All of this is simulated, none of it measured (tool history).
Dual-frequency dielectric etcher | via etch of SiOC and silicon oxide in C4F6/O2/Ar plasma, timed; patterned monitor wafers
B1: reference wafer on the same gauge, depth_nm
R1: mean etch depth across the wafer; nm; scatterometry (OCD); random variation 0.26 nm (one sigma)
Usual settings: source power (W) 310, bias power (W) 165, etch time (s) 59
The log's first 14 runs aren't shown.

Run 15, hour 940.4: usual settings but source power (W) 230, bias power (W) 199, etch time (s) 51; B1 63.1. Result: R1 50.2 nm.
Run 16, hour 1024.1: usual settings but bias power (W) 139, etch time (s) 74.5; B1 63.2. Result: R1 74.5 nm.
Run 17, hour 1093.6: usual settings but source power (W) 250, bias power (W) 133, etch time (s) 69.5; B1 63.2. Result: R1 63.9 nm.
At hour 1120.3: wet clean of the chamber.
At hour 1126.4: bias power generator calibrated.
Run 18, hour 1140.1: usual settings; B1 63.2. Result: R1 60.8 nm.
At hour 1181.2: source power generator calibrated.
Run 19, hour 1186: usual settings but source power (W) 280, bias power (W) 191; B1 63.3. Result: R1 62.2 nm.
Run 20, hour 1255.1: usual settings; B1 63.2. Result: R1 61.9 nm.
At hour 1301.7: upper electrode replaced.
Run 21, hour 1357.5: usual settings; B1 63.2. Result: R1 61.7 nm.
Run 22, hour 1423: usual settings but bias power (W) 139, etch time (s) 66.5; B1 63.2. Result: R1 66 nm.
Run 23, hour 1504.4: usual settings; B1 63.3. Result: R1 61.4 nm.
Run 24, hour 1570.2: usual settings; B1 63.1. Result: R1 61.1 nm.
Run 25, hour 1637.5: usual settings but bias power (W) 152; B1 63.2. Result: R1 60.1 nm.
Run 26, hour 1745.4: usual settings but bias power (W) 150; B1 63.2. Result: R1 60.1 nm.
At hour 1793.2: wet clean of the chamber.
Run 27, hour 1845.1: usual settings but source power (W) 390, bias power (W) 127, etch time (s) 50; B1 63.2. Result: R1 52.5 nm.
Run 28, hour 1907.3: usual settings; B1 63.2. Result: R1 61.4 nm.
Run 29, hour 1966.7: usual settings but source power (W) 250, bias power (W) 130; B1 63.2. Result: R1 54.7 nm.
Run 30, hour 2039.6: usual settings but source power (W) 330, bias power (W) 178; B1 63.2. Result: R1 64.2 nm.
Run 31, hour 2132.8: usual settings but source power (W) 390, bias power (W) 204, etch time (s) 45.5; B1 63.2. Result: R1 53.8 nm.

3 ways to go on from here, each from the tool as it stands after run 31. What would each give?
Run A, hour 2133.2: usual settings; B1 ?. Result: R1 ?.
Run B, hour 2133.2: usual settings but source power (W) 380, bias power (W) 153, etch time (s) 54; B1 ?. Result: R1 ?.
Run C, hour 2133.2: usual settings but bias power (W) 181; B1 ?. Result: R1 ?.

run    B1    R1
  A  63.2  61.2
  B  63.2  58.5
  C  63.2  62.6
Without the tool's hidden state the same runs would have given:
run    R1
  A  61.2
  B  58.6
  C  62.6

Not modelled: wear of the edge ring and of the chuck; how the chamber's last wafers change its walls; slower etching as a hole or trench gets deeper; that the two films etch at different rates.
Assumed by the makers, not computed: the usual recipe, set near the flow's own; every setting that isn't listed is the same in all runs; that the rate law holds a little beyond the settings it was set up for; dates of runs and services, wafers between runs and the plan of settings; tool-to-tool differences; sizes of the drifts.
